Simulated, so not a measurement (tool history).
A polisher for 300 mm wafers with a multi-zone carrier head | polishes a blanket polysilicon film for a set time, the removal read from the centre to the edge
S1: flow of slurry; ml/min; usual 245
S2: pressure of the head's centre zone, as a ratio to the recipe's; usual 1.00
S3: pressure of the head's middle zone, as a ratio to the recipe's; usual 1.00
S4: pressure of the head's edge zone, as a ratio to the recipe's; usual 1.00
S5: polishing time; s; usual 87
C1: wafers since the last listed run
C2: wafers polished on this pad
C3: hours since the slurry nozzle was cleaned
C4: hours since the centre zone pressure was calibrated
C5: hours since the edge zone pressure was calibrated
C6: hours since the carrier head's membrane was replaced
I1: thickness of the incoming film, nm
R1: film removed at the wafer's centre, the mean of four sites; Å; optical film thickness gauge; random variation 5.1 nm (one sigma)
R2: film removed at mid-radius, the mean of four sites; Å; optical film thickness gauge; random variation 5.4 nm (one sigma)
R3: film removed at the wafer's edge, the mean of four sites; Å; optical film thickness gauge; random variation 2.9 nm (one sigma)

{"run": 1, "hour": 0.0, "S1": 245, "S2": 1.0, "S3": 1.0, "S4": 1.0, "S5": 87, "C1": 0, "C2": 3442, "C3": 360.2, "C4": 236.5, "C5": 558.2, "C6": 1225.7, "I1": 1489.6, "R1": 5159, "R2": 4715, "R3": 4826}
{"run": 2, "hour": 52.6, "S1": 245, "S2": 1.0, "S3": 1.0, "S4": 0.95, "S5": 87, "C1": 380, "C2": 3822, "C3": 412.8, "C4": 289.1, "C5": 610.8, "C6": 1278.3, "I1": 1496.7, "R1": 5187, "R2": 4558, "R3": 4712}
{"hour": 57.4, "done": "worn pad replaced by a new one"}
{"run": 3, "hour": 137.2, "S1": 245, "S2": 1.0, "S3": 1.0, "S4": 0.95, "S5": 87, "C1": 582, "C2": 576, "C3": 497.4, "C4": 373.7, "C5": 695.4, "C6": 1362.9, "I1": 1524.6, "R1": 5217, "R2": 4619, "R3": 4684}
{"hour": 140.5, "done": "centre zone pressure recalibrated, repeated, since the last time left the tool worse"}
{"run": 4, "hour": 175.7, "S1": 245, "S2": 1.0, "S3": 1.0, "S4": 0.95, "S5": 87, "C1": 263, "C2": 840, "C3": 535.9, "C4": 35.2, "C5": 733.9, "C6": 1401.4, "I1": 1494.3, "R1": 4660, "R2": 4633, "R3": 4752}
{"hour": 243.6, "done": "slurry nozzle cleaned"}
{"run": 5, "hour": 251.2, "S1": 245, "S2": 0.95, "S3": 1.0, "S4": 1.0, "S5": 87, "C1": 538, "C2": 1378, "C3": 7.6, "C4": 110.7, "C5": 809.4, "C6": 1476.9, "I1": 1503.6, "R1": 4332, "R2": 4559, "R3": 4830}
{"run": 6, "hour": 307.1, "S1": 245, "S2": 0.95, "S3": 1.0, "S4": 1.0, "S5": 87, "C1": 403, "C2": 1782, "C3": 63.5, "C4": 166.6, "C5": 865.3, "C6": 1532.8, "I1": 1499.3, "R1": 4466, "R2": 4594, "R3": 4833}
{"run": 7, "hour": 411.5, "S1": 245, "S2": 0.95, "S3": 1.0, "S4": 1.0, "S5": 87, "C1": 754, "C2": 2537, "C3": 167.9, "C4": 271.0, "C5": 969.7, "C6": 1637.2, "I1": 1504.9, "R1": 4470, "R2": 4623, "R3": 4755}
{"run": 8, "hour": 511.8, "S1": 245, "S2": 1.0, "S3": 1.0, "S4": 1.0, "S5": 87, "C1": 724, "C2": 3262, "C3": 268.2, "C4": 371.3, "C5": 1070.0, "C6": 1737.5, "I1": 1501.6, "R1": 4689, "R2": 4763, "R3": 4785}
{"hour": 561.3, "done": "worn pad replaced by a new one"}
{"run": 9, "hour": 618.1, "S1": 315, "S2": 1.0, "S3": 1.0, "S4": 1.1, "S5": 62, "C1": 739, "C2": 410, "C3": 374.5, "C4": 477.6, "C5": 1176.3, "C6": 1843.8, "I1": 1519.1, "R1": 3484, "R2": 3363, "R3": 3669}
{"run": 10, "hour": 669.0, "S1": 245, "S2": 1.0, "S3": 1.11, "S4": 1.0, "S5": 87, "C1": 367, "C2": 778, "C3": 425.4, "C4": 528.5, "C5": 1227.2, "C6": 1894.7, "I1": 1507.6, "R1": 4923, "R2": 5149, "R3": 4825}
{"hour": 696.7, "done": "carrier head's membrane replaced by a new one"}
{"run": 11, "hour": 716.4, "S1": 245, "S2": 1.0, "S3": 0.91, "S4": 0.96, "S5": 87, "C1": 306, "C2": 1084, "C3": 472.8, "C4": 575.9, "C5": 1274.6, "C6": 19.7, "I1": 1499.5, "R1": 4832, "R2": 4262, "R3": 4738}
{"hour": 723.5, "done": "centre zone pressure recalibrated"}
{"run": 12, "hour": 811.4, "S1": 285, "S2": 1.0, "S3": 1.11, "S4": 1.07, "S5": 87, "C1": 672, "C2": 1756, "C3": 567.8, "C4": 87.9, "C5": 1369.6, "C6": 114.7, "I1": 1509.6, "R1": 4785, "R2": 5163, "R3": 4956}
{"hour": 894.5, "done": "slurry nozzle cleaned"}
{"run": 13, "hour": 910.5, "S1": 195, "S2": 1.0, "S3": 1.04, "S4": 1.11, "S5": 106, "C1": 708, "C2": 2465, "C3": 16.0, "C4": 187.0, "C5": 1468.7, "C6": 213.8, "I1": 1468.4, "R1": 5535, "R2": 5854, "R3": 6103}
{"hour": 968.0, "done": "edge zone pressure recalibrated"}
{"run": 14, "hour": 977.7, "S1": 245, "S2": 0.95, "S3": 1.0, "S4": 1.0, "S5": 75, "C1": 471, "C2": 2936, "C3": 83.2, "C4": 254.2, "C5": 9.7, "C6": 281.0, "I1": 1489.1, "R1": 3872, "R2": 4023, "R3": 4158}
{"run": 15, "hour": 1076.5, "S1": 245, "S2": 1.0, "S3": 0.92, "S4": 1.0, "S5": 73, "C1": 714, "C2": 3650, "C3": 182.0, "C4": 353.0, "C5": 108.5, "C6": 379.8, "I1": 1510.1, "R1": 4051, "R2": 3644, "R3": 4075}
{"hour": 1083.6, "done": "worn pad replaced by a new one"}
{"run": 16, "hour": 1116.6, "S1": 245, "S2": 1.0, "S3": 1.0, "S4": 0.92, "S5": 87, "C1": 260, "C2": 238, "C3": 222.1, "C4": 393.1, "C5": 148.6, "C6": 419.9, "I1": 1495.1, "R1": 4723, "R2": 4682, "R3": 4567}
{"hour": 1208.7, "done": "centre zone pressure recalibrated"}
{"run": 17, "hour": 1214.6, "S1": 180, "S2": 1.09, "S3": 1.08, "S4": 1.0, "S5": 87, "C1": 693, "C2": 932, "C3": 320.1, "C4": 5.9, "C5": 246.6, "C6": 517.9, "I1": 1515.2, "R1": 4846, "R2": 4848, "R3": 4728}
{"run": 18, "hour": 1305.4, "S1": 245, "S2": 0.95, "S3": 1.0, "S4": 1.0, "S5": 87, "C1": 656, "C2": 1588, "C3": 410.9, "C4": 96.7, "C5": 337.4, "C6": 608.7, "I1": 1506.2, "R1": 4349, "R2": 4690, "R3": 4823}
{"run": 19, "hour": 1348.0, "S1": 325, "S2": 1.0, "S3": 1.0, "S4": 1.0, "S5": 87, "C1": 307, "C2": 1896, "C3": 453.5, "C4": 139.3, "C5": 380.0, "C6": 651.3, "I1": 1485.5, "R1": 4819, "R2": 4815, "R3": 4859}
{"run": 20, "hour": 1409.1, "S1": 245, "S2": 1.0, "S3": 0.91, "S4": 1.0, "S5": 87, "C1": 441, "C2": 2338, "C3": 514.6, "C4": 200.4, "C5": 441.1, "C6": 712.4, "I1": 1515.2, "R1": 4605, "R2": 4359, "R3": 4837}
{"run": 21, "hour": 1492.5, "S1": 270, "S2": 0.91, "S3": 1.05, "S4": 1.08, "S5": 87, "C1": 602, "C2": 2940, "C3": 598.0, "C4": 283.8, "C5": 524.5, "C6": 795.8, "I1": 1480.7, "R1": 4311, "R2": 4929, "R3": 5009}
{"hour": 1495.8, "done": "slurry nozzle cleaned"}
{"hour": 1671.4, "done": "worn pad replaced by a new one"}
{"hour": 1708.8, "done": "centre zone pressure recalibrated"}
{"run": 22, "hour": 1750.0, "S1": 190, "S2": 0.95, "S3": 1.0, "S4": 0.97, "S5": 101, "C1": 1810, "C2": 553, "C3": 254.2, "C4": 41.2, "C5": 782.0, "C6": 1053.3, "I1": 1502.5, "R1": 4929, "R2": 5301, "R3": 5437}
{"run": 23, "hour": 1811.0, "S1": 245, "S2": 1.0, "S3": 1.0, "S4": 1.0, "S5": 87, "C1": 440, "C2": 994, "C3": 315.2, "C4": 102.2, "C5": 843.0, "C6": 1114.3, "I1": 1525.2, "R1": 4574, "R2": 4671, "R3": 4742}

3 ways to go on from here, each from the tool as it stands after run 23. What would each give?
{"run": "A", "hour": 1811.5, "S1": 315, "S2": 1.0, "S3": 1.0, "S4": 1.0, "S5": 87, "C1": 3, "C2": 997, "C3": 315.7, "C4": 102.7, "C5": 843.5, "C6": 1114.8, "I1": 1504.9, "R1": "?", "R2": "?", "R3": "?"}
{"run": "B", "hour": 1811.5, "S1": 245, "S2": 1.0, "S3": 1.0, "S4": 1.09, "S5": 87, "C1": 3, "C2": 997, "C3": 315.7, "C4": 102.7, "C5": 843.5, "C6": 1114.8, "I1": 1504.9, "R1": "?", "R2": "?", "R3": "?"}
{"run": "C", "hour": 1811.5, "S1": 185, "S2": 1.0, "S3": 1.0, "S4": 1.0, "S5": 87, "C1": 3, "C2": 997, "C3": 315.7, "C4": 102.7, "C5": 843.5, "C6": 1114.8, "I1": 1504.9, "R1": "?", "R2": "?", "R3": "?"}

run=A R1=4659 R2=4809 R3=4898
run=B R1=4556 R2=4713 R3=5024
run=C R1=4431 R2=4596 R3=4734
Without the tool's hidden state the same runs would have given:
run=A R1=4655 R2=4809 R3=4898
run=B R1=4552 R2=4713 R3=5024
run=C R1=4427 R2=4597 R3=4734
